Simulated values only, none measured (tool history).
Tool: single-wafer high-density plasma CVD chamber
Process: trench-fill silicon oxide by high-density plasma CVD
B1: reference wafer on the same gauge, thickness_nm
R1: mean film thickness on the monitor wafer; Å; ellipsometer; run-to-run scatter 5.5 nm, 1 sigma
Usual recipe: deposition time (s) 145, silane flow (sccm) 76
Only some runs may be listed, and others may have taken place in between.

Run 1, hour 0: usual settings; B1 1081.919. Result: R1 10960.86 Å.
Run 2, hour 36.7: usual settings but silane flow (sccm) 88; B1 1081.137. Result: R1 12273.09 Å.
Run 3, hour 98.9: usual settings but silane flow (sccm) 88; B1 1081.525. Result: R1 12504.11 Å.
Run 4, hour 137: usual settings but silane flow (sccm) 88; B1 1081.909. Result: R1 12353.08 Å.
Run 5, hour 206: usual settings but deposition time (s) 167, silane flow (sccm) 85; B1 1080.284. Result: R1 13750.7 Å.
Run 6, hour 257.3: usual settings but deposition time (s) 167, silane flow (sccm) 85; B1 1078.954. Result: R1 13795.04 Å.
Run 7, hour 295.5: usual settings but deposition time (s) 167, silane flow (sccm) 85; B1 1081.041. Result: R1 13748.94 Å.
Run 8, hour 351.1: usual settings; B1 1080.997. Result: R1 10934.56 Å.
Run 9, hour 404.7: usual settings; B1 1078.772. Result: R1 10969.63 Å.
Run 10, hour 458.9: usual settings; B1 1081.017. Result: R1 10898.36 Å.
Run 11, hour 539.3: usual settings but deposition time (s) 134, silane flow (sccm) 82; B1 1078.804. Result: R1 10714.64 Å.
Run 12, hour 584.2: usual settings; B1 1078.705. Result: R1 10907.14 Å.
Run 13, hour 649.1: usual settings; B1 1078.246. Result: R1 10877 Å.
Run 14, hour 687.7: usual settings but deposition time (s) 123; B1 1081.362. Result: R1 9192.35 Å.
Run 15, hour 753: usual settings but deposition time (s) 137, silane flow (sccm) 79; B1 1079.238. Result: R1 10544.16 Å.
At hour 776.1: gauge calibrated.
Run 16, hour 779.3: usual settings but deposition time (s) 137, silane flow (sccm) 79; B1 1079.922. Result: R1 10612.36 Å.
Run 17, hour 830.9: usual settings but silane flow (sccm) 65; B1 1078.86. Result: R1 9511 Å.
Run 18, hour 868.9: usual settings but silane flow (sccm) 65; B1 1079.444. Result: R1 9543.28 Å.
Run 19, hour 911: usual settings; B1 1077.931. Result: R1 10821.1 Å.
Run 20, hour 936.1: usual settings; B1 1078.742. Result: R1 10740.54 Å.
Run 21, hour 977.5: usual settings but deposition time (s) 167, silane flow (sccm) 66; B1 1080.175. Result: R1 11084.67 Å.
Run 22, hour 1035: usual settings but silane flow (sccm) 90; B1 1079.26. Result: R1 12509.6 Å.
Run 23, hour 1083.8: usual settings but deposition time (s) 163, silane flow (sccm) 82; B1 1078.239. Result: R1 12962.12 Å.
At hour 1228.8: silane flow controller replaced.
Run 24, hour 1229.3: usual settings; B1 1079.676. Result: R1 11775.89 Å.
Run 25, hour 1263.2: usual settings but deposition time (s) 132, silane flow (sccm) 84; B1 1081.648. Result: R1 11708.24 Å.
Run 26, hour 1306: usual settings but deposition time (s) 136, silane flow (sccm) 84; B1 1079.863. Result: R1 11944.75 Å.
Run 27, hour 1347.5: usual settings but silane flow (sccm) 65; B1 1079.616. Result: R1 10355.65 Å.
Run 28, hour 1414.9: usual settings but silane flow (sccm) 90; B1 1078.954. Result: R1 13527.91 Å.
Run 29, hour 1441.3: usual settings; B1 1080.834. Result: R1 11786.66 Å.
Run 30, hour 1590.5: usual settings but silane flow (sccm) 88; B1 1082.243. Result: R1 13190.09 Å.
Run 31, hour 1628.8: usual settings but deposition time (s) 121, silane flow (sccm) 62; B1 1079.959. Result: R1 8382.43 Å.
At hour 1650.5: silane flow controller replaced, repeated, since the last time left the tool worse.
Run 32, hour 1686.8: usual settings but silane flow (sccm) 82; B1 1081.765. Result: R1 11927.6 Å.
Run 33, hour 1753.8: usual settings but deposition time (s) 172, silane flow (sccm) 89; B1 1079.216. Result: R1 15202.03 Å.
Run 34, hour 1818.9: usual settings but deposition time (s) 172, silane flow (sccm) 80; B1 1081.465. Result: R1 13921.6 Å.
Run 35, hour 1898.3: usual settings but deposition time (s) 161; B1 1078.423. Result: R1 12336.6 Å.
Run 36, hour 1937.5: usual settings but silane flow (sccm) 68; B1 1079.365. Result: R1 10255.51 Å.

Each run again, without the hidden state but with its own random variation kept:
Hidden conditions of the tool in this case: delivered silane flow above the setpoint (%); gauge reads high (%).
run        R1
  1   11171.6
  2  12515.28
  3   12761.6
  4  12613.97
  5  14054.26
  6  14109.39
  7  14069.54
  8  11197.99
  9   11242.1
 10   11177.3
 11  11000.92
 12  11205.42
 13  11184.36
 14   9457.08
 15  10857.51
 16  10931.67
 17   9804.09
 18   9842.48
 19   11166.8
 20  11087.48
 21  11449.22
 22  12931.21
 23  13407.96
 24  11118.34
 25  11059.16
 26  11288.62
 27   9791.91
 28  12802.31
 29  11158.16
 30  12510.21
 31    7954.2
 32   11881.3
 33  15156.45
 34  13891.83
 35  12323.18
 36  10249.68

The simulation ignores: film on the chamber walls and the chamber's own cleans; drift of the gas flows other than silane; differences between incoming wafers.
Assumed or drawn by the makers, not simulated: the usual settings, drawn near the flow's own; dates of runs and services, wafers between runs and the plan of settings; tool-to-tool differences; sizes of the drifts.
